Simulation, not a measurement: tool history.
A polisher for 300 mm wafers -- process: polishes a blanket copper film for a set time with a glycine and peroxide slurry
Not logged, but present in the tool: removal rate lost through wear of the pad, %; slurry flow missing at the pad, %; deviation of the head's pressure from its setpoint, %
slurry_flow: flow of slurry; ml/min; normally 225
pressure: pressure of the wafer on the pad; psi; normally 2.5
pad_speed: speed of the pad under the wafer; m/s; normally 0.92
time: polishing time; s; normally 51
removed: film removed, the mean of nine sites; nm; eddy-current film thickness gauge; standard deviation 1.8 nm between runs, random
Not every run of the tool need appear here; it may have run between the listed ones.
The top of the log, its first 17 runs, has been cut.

run,hour,slurry_flow,pressure,pad_speed,time,wafers since the last listed run,wafers polished on this pad,hours since the slurry nozzle was cleaned,hours since the head pressure was calibrated,"incoming thickness of the incoming film, nm",removed
18,892.9,225,2.2,1.16,69,274,3076,406.6,65.8,1001.3,300.2
# hour 947.8: worn pad replaced by a new one
19,962.6,225,2.5,0.82,51,421,94,476.3,135.5,1012.5,210.1
# hour 989.1: slurry nozzle cleaned
20,1007.9,150,3.1,1.16,63,284,379,18.8,180.8,1015.9,349.8
21,1059.3,225,3.4,0.78,37,329,708,70.2,232.2,1006.0,175.1
22,1121.7,225,2.5,0.92,51,400,1109,132.6,294.6,1011.5,219.9
23,1164.5,225,2.5,0.92,51,274,1383,175.4,337.4,1011.7,218.0
24,1192.9,150,2.8,0.92,51,182,1566,203.8,365.8,1019.6,220.4
25,1264.6,225,2.5,0.92,51,460,2026,275.5,437.5,1000.6,214.8
26,1334.6,225,2.5,0.92,51,449,2475,345.5,507.5,1009.3,210.5
# hour 1383.4: worn pad replaced by a new one
27,1403.9,225,2.5,0.92,64,419,131,414.8,576.8,1009.3,281.7
# hour 1442.0: slurry nozzle cleaned
28,1455.9,225,2.2,0.80,51,327,458,13.9,628.8,997.9,188.9
29,1575.0,150,1.7,0.72,64,764,1222,133.0,747.9,995.9,182.9
30,1643.5,265,3.2,0.92,38,439,1662,201.5,816.4,1024.3,185.8
31,1714.5,225,2.5,0.92,51,455,2118,272.5,887.4,1011.2,209.5
32,1751.8,260,2.5,0.92,51,239,2357,309.8,924.7,1017.6,213.8
33,1787.7,170,1.6,0.74,46,230,2587,345.7,960.6,1019.3,126.0
34,1820.5,225,2.5,0.92,51,210,2798,378.5,993.4,1001.9,202.9
35,1844.6,225,2.5,1.16,51,154,2952,402.6,1017.5,1005.8,239.8
# hour 1882.4: worn pad replaced by a new one
36,1882.9,225,3.2,1.00,51,220,2,440.9,1055.8,996.9,283.4
37,1926.8,295,2.5,0.92,51,281,284,484.8,1099.7,1006.7,235.5
# hour 1948.0: head pressure recalibrated
# hour 1981.5: slurry nozzle cleaned
38,1985.4,150,1.7,0.72,64,356,641,3.9,37.4,1014.8,188.6

What if the next run were any one of these 3? Each begins from the tool's condition after run 38:
A,1985.8,225,2.5,1.24,51,2,644,4.3,37.8,1012.9,?
B,1985.8,190,2.5,1.22,51,2,644,4.3,37.8,1012.9,?
C,1985.8,225,2.5,0.80,37,2,644,4.3,37.8,1012.9,?

run,removed
A,273.6
B,265.4
C,149.7
Had the tool no hidden state, the same runs would have come out as:
run,removed
A,279.3
B,270.9
C,152.8

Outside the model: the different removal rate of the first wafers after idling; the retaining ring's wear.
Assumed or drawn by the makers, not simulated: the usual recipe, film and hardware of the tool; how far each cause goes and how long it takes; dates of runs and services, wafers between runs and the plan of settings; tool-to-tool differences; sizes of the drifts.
